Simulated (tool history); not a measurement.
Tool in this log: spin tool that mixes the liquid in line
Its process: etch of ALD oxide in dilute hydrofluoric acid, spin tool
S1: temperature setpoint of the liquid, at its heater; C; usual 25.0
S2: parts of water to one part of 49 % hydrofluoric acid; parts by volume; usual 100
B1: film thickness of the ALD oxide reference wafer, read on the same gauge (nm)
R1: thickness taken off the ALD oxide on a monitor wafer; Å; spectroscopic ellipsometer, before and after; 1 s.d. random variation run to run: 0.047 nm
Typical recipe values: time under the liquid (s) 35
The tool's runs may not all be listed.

{"run": 1, "day": 0.0, "S1": 25.0, "S2": 100, "time under the liquid (s)": 35, "B1": 49.99, "R1": 59.9}
{"run": 2, "day": 0.533, "S1": 25.0, "S2": 100, "time under the liquid (s)": 35, "B1": 50.01, "R1": 60.3}
{"run": 3, "day": 1.238, "S1": 25.0, "S2": 100, "time under the liquid (s)": 35, "B1": 50.01, "R1": 59.6}
{"run": 4, "day": 3.388, "S1": 25.0, "S2": 100, "time under the liquid (s)": 35, "B1": 50.03, "R1": 60.3}
{"run": 5, "day": 3.804, "S1": 25.0, "S2": 100, "time under the liquid (s)": 35, "B1": 50.01, "R1": 60.1}
{"run": 6, "day": 4.433, "S1": 25.0, "S2": 100, "time under the liquid (s)": 35, "B1": 49.98, "R1": 59.7}
{"run": 7, "day": 5.15, "S1": 25.0, "S2": 100, "time under the liquid (s)": 35, "B1": 50.01, "R1": 59.9}
{"run": 8, "day": 5.538, "S1": 25.0, "S2": 100, "time under the liquid (s)": 35, "B1": 49.99, "R1": 60.3}
{"run": 9, "day": 5.946, "S1": 25.0, "S2": 100, "time under the liquid (s)": 35, "B1": 50.0, "R1": 59.0}
{"run": 10, "day": 6.45, "S1": 24.0, "S2": 100, "time under the liquid (s)": 35, "B1": 50.0, "R1": 57.7}
{"run": 11, "day": 6.954, "S1": 24.0, "S2": 100, "time under the liquid (s)": 35, "B1": 50.0, "R1": 57.5}
{"run": 12, "day": 7.325, "S1": 24.0, "S2": 100, "time under the liquid (s)": 35, "B1": 50.01, "R1": 58.5}
{"run": 13, "day": 7.996, "S1": 25.0, "S2": 70, "time under the liquid (s)": 35, "B1": 49.98, "R1": 88.3}
{"run": 14, "day": 8.546, "S1": 25.0, "S2": 100, "time under the liquid (s)": 35, "B1": 49.99, "R1": 58.8}
{"run": 15, "day": 9.258, "S1": 25.0, "S2": 100, "time under the liquid (s)": 35, "B1": 50.0, "R1": 59.6}
{"run": 16, "day": 9.733, "S1": 22.0, "S2": 55, "time under the liquid (s)": 20, "B1": 50.0, "R1": 58.7}
{"run": 17, "day": 10.254, "S1": 25.0, "S2": 50, "time under the liquid (s)": 40, "B1": 49.99, "R1": 145.9}
{"run": 18, "day": 10.575, "S1": 25.0, "S2": 100, "time under the liquid (s)": 35, "B1": 50.02, "R1": 59.8}
{"run": 19, "day": 11.271, "S1": 27.5, "S2": 145, "time under the liquid (s)": 50, "B1": 50.03, "R1": 61.9}
{"run": 20, "day": 12.004, "S1": 29.0, "S2": 145, "time under the liquid (s)": 55, "B1": 49.99, "R1": 71.7}
{"run": 21, "day": 12.625, "S1": 25.0, "S2": 130, "time under the liquid (s)": 35, "B1": 49.99, "R1": 44.5}
{"run": 22, "day": 12.983, "S1": 25.0, "S2": 70, "time under the liquid (s)": 35, "B1": 50.01, "R1": 90.5}
{"run": 23, "day": 13.321, "S1": 25.0, "S2": 100, "time under the liquid (s)": 35, "B1": 50.02, "R1": 59.6}
{"run": 24, "day": 13.725, "S1": 25.0, "S2": 70, "time under the liquid (s)": 40, "B1": 49.99, "R1": 103.3}
{"run": 25, "day": 14.208, "S1": 25.0, "S2": 100, "time under the liquid (s)": 35, "B1": 50.0, "R1": 60.6}
{"run": 26, "day": 14.917, "S1": 28.0, "S2": 70, "time under the liquid (s)": 40, "B1": 50.0, "R1": 114.5}
{"run": 27, "day": 15.462, "S1": 25.0, "S2": 100, "time under the liquid (s)": 40, "B1": 49.99, "R1": 69.0}
{"run": 28, "day": 15.762, "S1": 24.0, "S2": 100, "time under the liquid (s)": 35, "B1": 49.98, "R1": 56.8}
{"run": 29, "day": 16.304, "S1": 25.0, "S2": 140, "time under the liquid (s)": 25, "B1": 49.98, "R1": 29.5}
{"run": 30, "day": 16.921, "S1": 22.5, "S2": 115, "time under the liquid (s)": 35, "B1": 50.01, "R1": 46.0}
{"run": 31, "day": 17.846, "S1": 30.0, "S2": 85, "time under the liquid (s)": 25, "B1": 49.99, "R1": 62.7}
{"run": 32, "day": 18.158, "S1": 25.0, "S2": 100, "time under the liquid (s)": 35, "B1": 49.97, "R1": 59.9}
{"run": 33, "day": 18.462, "S1": 21.5, "S2": 100, "time under the liquid (s)": 35, "B1": 50.0, "R1": 51.9}
{"run": 34, "day": 18.862, "S1": 27.5, "S2": 100, "time under the liquid (s)": 15, "B1": 50.0, "R1": 28.3}

The log once held 3 entries between its listed runs, left out of this copy. Where does each go, and what is different about the tool's unlogged condition between the listed run before it and the listed run after it?
Run 3 -> run 4: gauge calibrated (day 3.042)
  the hidden state is the same at both runs
Run 16 -> run 17: thermometer replaced (day 10.208)
  the hidden state is the same at both runs
Run 17 -> run 18: hydrofluoric acid flow meter replaced (day 10.492)
  the hidden state is the same at both runs
